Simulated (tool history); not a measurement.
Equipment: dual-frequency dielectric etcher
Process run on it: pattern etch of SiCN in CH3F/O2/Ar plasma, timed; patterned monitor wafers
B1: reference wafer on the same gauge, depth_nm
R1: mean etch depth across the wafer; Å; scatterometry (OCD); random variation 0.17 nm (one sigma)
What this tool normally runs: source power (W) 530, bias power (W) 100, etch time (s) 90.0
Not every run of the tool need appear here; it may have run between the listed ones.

run 1 day=0.000 | source_power_(W)=530 bias_power_(W)=100 etch_time_(s)=82.0 | B1=34.08 | R1=358.3
run 2 day=2.033 | source_power_(W)=460 bias_power_(W)=100 etch_time_(s)=90.0 | B1=33.92 | R1=365.1
run 3 day=3.871 | source_power_(W)=460 bias_power_(W)=100 etch_time_(s)=90.0 | B1=33.87 | R1=363.4
run 4 day=7.179 | source_power_(W)=460 bias_power_(W)=100 etch_time_(s)=90.0 | B1=33.70 | R1=364.1
run 5 day=9.929 | source_power_(W)=530 bias_power_(W)=100 etch_time_(s)=90.0 | B1=33.64 | R1=388.2
run 6 day=12.012 | source_power_(W)=530 bias_power_(W)=100 etch_time_(s)=90.0 | B1=33.61 | R1=384.6
run 7 day=15.438 | source_power_(W)=530 bias_power_(W)=100 etch_time_(s)=90.0 | B1=33.52 | R1=386.3
run 8 day=18.329 | source_power_(W)=450 bias_power_(W)=82 etch_time_(s)=90.0 | B1=33.56 | R1=327.1
-- day=19.000 gauge calibrated
run 9 day=20.871 | source_power_(W)=560 bias_power_(W)=109 etch_time_(s)=90.0 | B1=34.03 | R1=416.7
run 10 day=23.762 | source_power_(W)=530 bias_power_(W)=100 etch_time_(s)=90.0 | B1=33.76 | R1=387.5
-- day=25.629 wet clean of the chamber
run 11 day=25.988 | source_power_(W)=450 bias_power_(W)=100 etch_time_(s)=90.0 | B1=33.67 | R1=357.1
-- day=26.450 bias power generator calibrated
run 12 day=28.683 | source_power_(W)=530 bias_power_(W)=100 etch_time_(s)=90.0 | B1=33.55 | R1=389.3
-- day=29.171 source power generator calibrated
run 13 day=32.579 | source_power_(W)=530 bias_power_(W)=100 etch_time_(s)=90.0 | B1=33.45 | R1=383.0
-- day=34.888 upper electrode replaced
run 14 day=36.333 | source_power_(W)=420 bias_power_(W)=100 etch_time_(s)=90.0 | B1=33.41 | R1=344.8
run 15 day=37.858 | source_power_(W)=530 bias_power_(W)=100 etch_time_(s)=114.5 | B1=33.38 | R1=490.9
-- day=43.646 gauge calibrated
run 16 day=43.704 | source_power_(W)=530 bias_power_(W)=87 etch_time_(s)=90.0 | B1=34.14 | R1=369.6
run 17 day=46.992 | source_power_(W)=620 bias_power_(W)=89 etch_time_(s)=77.0 | B1=33.80 | R1=341.1

Branching from run 17: 3 alternative next runs. What would each branch give?
run A day=47.008 | source_power_(W)=620 bias_power_(W)=100 etch_time_(s)=90.0 | B1=? | R1=?
run B day=47.008 | source_power_(W)=530 bias_power_(W)=100 etch_time_(s)=98.5 | B1=? | R1=?
run C day=47.008 | source_power_(W)=460 bias_power_(W)=84 etch_time_(s)=75.0 | B1=? | R1=?

run=A B1=33.87 R1=420.5
run=B B1=33.87 R1=428.8
run=C B1=33.87 R1=281.9
Without the tool's unlogged condition, the same runs would have read:
run=A R1=424.7
run=B R1=433.0
run=C R1=284.7
